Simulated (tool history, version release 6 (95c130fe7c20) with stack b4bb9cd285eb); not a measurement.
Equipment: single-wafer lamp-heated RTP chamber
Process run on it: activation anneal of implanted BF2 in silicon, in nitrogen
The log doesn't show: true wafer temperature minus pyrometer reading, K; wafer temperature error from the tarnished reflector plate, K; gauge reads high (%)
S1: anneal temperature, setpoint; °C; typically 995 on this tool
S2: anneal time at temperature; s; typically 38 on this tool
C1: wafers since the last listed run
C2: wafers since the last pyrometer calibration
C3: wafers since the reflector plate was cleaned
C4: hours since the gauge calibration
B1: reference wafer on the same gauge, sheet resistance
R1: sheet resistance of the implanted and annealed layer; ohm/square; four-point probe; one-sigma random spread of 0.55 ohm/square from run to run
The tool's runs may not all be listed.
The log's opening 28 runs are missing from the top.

run   hour    S1  S2   C1    C2    C3     C4      B1      R1
 29  773.1   976  38  343  5497  4070  663.3  298.04  289.51
 30  785.7   995  38  202  5699  4272  675.9  298.18  281.67
     811.2  -- pyrometer window cleaned and pyrometer calibrated
 31  811.7   972  49  289     8  4561  701.9     298   288.1
 32  820.4   995  38  139   148  4701  710.6  297.76  281.23
 33  835.1   995  38  236   384  4937  725.3  297.86  282.08
 34  870.7  1008  52  571   955  5508  760.9  297.92  276.55
 35    899   975  47  454  1410  5963  789.2  298.08  287.89
 36    916   995  31  272  1683  6235  806.2  297.99   282.2
 37  938.2   985  55  356  2039  6592  828.4  297.87  282.51
 38  968.4  1020  45  484  2524  7077  858.6  298.02  274.46

Consider 3 possible next runs. They are alternatives, not a sequence: every one starts from the tool as it was left by run 38. What does each give?
  A  968.8  1023  38   6  2531  7083  859   ?   ?
  B  968.8  1015  50   6  2531  7083  859   ?   ?
  C  968.8   966  48   6  2531  7083  859   ?   ?

run     B1      R1
  A  298.1  276.24
  B  298.1  275.34
  C  298.1  292.02
Had the tool no hidden state, the same runs would have come out as:
run      R1
  A  276.58
  B  275.74
  C  293.46
